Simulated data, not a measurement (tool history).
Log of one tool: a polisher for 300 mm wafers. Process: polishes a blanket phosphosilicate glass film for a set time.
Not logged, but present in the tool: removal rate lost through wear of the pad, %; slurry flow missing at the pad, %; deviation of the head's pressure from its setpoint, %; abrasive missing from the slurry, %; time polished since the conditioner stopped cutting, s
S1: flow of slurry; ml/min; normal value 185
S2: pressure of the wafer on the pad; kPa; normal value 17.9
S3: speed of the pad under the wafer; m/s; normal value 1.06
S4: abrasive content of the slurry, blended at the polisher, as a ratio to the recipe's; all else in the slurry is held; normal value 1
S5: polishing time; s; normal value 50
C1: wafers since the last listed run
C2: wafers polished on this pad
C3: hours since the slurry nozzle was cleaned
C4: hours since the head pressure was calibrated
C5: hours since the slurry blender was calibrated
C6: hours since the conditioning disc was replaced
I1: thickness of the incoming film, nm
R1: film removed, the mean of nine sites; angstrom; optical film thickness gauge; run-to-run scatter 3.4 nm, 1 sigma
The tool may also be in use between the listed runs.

run,hour,S1,S2,S3,S4,S5,C1,C2,C3,C4,C5,C6,I1,R1
1,0,185,17.9,1.06,1,50,0,174,187.1,503.4,62,154.9,2847.8,3511
# hour 10.2: slurry nozzle cleaned
2,30.9,185,17.9,1.06,1,50,304,478,20.7,534.3,92.9,185.8,2809.5,3501
3,45.9,155,17.9,1.06,1,50,152,631,35.7,549.3,107.9,200.8,2842.4,3302
4,65.9,185,17.9,1.06,1,50,203,835,55.7,569.3,127.9,220.8,2865.9,3402
5,86.7,185,17.9,1.06,1,50,211,1046,76.5,590.1,148.7,241.6,2839.1,3378
# hour 117.3: conditioning disc replaced and pad reconditioned
6,117.8,185,17.9,1.06,1,50,296,1342,107.6,621.2,179.8,0.5,2786.3,3333
# hour 120.5: slurry blender recalibrated
# hour 134.7: worn pad replaced by a new one
7,144.9,185,17.9,1.06,1,50,214,103,134.7,648.3,24.4,27.6,2801.6,3610
8,173,185,17.9,1.06,1,50,285,389,162.8,676.4,52.5,55.7,2831.5,3485
9,196.7,185,17.9,1.06,1,50,241,630,186.5,700.1,76.2,79.4,2804.4,3398
10,231.1,185,17.9,0.72,0.8,50,350,980,220.9,734.5,110.6,113.8,2807.5,2326
# hour 249.7: slurry nozzle cleaned
11,261.4,185,17.9,1.06,1,50,298,1278,11.7,764.8,140.9,144.1,2840.5,3393
# hour 282.6: head pressure recalibrated
12,289.1,185,17.9,1.06,1,50,261,1540,39.4,6.5,168.6,171.8,2813.6,3366
# hour 300.1: slurry blender recalibrated
# hour 325.7: worn pad replaced by a new one
13,326.2,185,17.9,1.28,0.7,50,316,5,76.5,43.6,26.1,208.9,2803.7,3663
14,355.1,185,17.9,1.06,1,59,294,299,105.4,72.5,55,237.8,2855.4,4170
# hour 367.2: conditioning disc replaced and pad reconditioned
15,382.5,185,17.9,1.06,1,50,258,557,132.8,99.9,82.4,15.3,2779.3,3376
16,403,185,17.9,1.06,1,58,208,766,153.3,120.4,102.9,35.8,2832.4,4009
17,423.5,185,14.5,1.06,1,50,208,974,173.8,140.9,123.4,56.3,2808.9,2715
# hour 493.5: slurry nozzle cleaned
18,506.2,185,17.9,1.06,1,50,831,1806,12.7,223.6,206.1,139,2776.3,3329
# hour 511.6: worn pad replaced by a new one
# hour 512: slurry blender recalibrated
19,538.6,235,17.9,1.26,0.85,40,284,270,45.1,256,26.6,171.4,2781.3,3085
20,557.1,145,17.9,1.18,0.85,50,188,458,63.6,274.5,45.1,189.9,2799.1,3408
21,585.8,185,17.9,1.18,0.9,44,292,750,92.3,303.2,73.8,218.6,2839.1,3160
22,621.5,185,17.9,1.06,1,50,363,1114,128,338.9,109.5,254.3,2810.4,3318
23,634.7,250,17.9,1.06,1,60,134,1248,141.2,352.1,122.7,267.5,2773.7,4172
# hour 638.7: conditioning disc replaced and pad reconditioned
# hour 661.3: worn pad replaced by a new one
24,665.4,185,17.9,1.06,1,50,251,42,171.9,382.8,153.4,26.7,2847.9,3593
25,683.6,185,17.9,1.06,1.15,65,185,227,190.1,401,171.6,44.9,2848.3,4861

Results per run with the tool's hidden condition removed, run-to-run variation unchanged:
run,R1
1,3637
2,3723
3,3541
4,3678
5,3674
6,3647
7,3677
8,3648
9,3609
10,2502
11,3673
12,3657
13,3704
14,4358
15,3596
16,4311
17,2938
18,3645
19,3208
20,3595
21,3384
22,3591
23,4528
24,3630
25,5015

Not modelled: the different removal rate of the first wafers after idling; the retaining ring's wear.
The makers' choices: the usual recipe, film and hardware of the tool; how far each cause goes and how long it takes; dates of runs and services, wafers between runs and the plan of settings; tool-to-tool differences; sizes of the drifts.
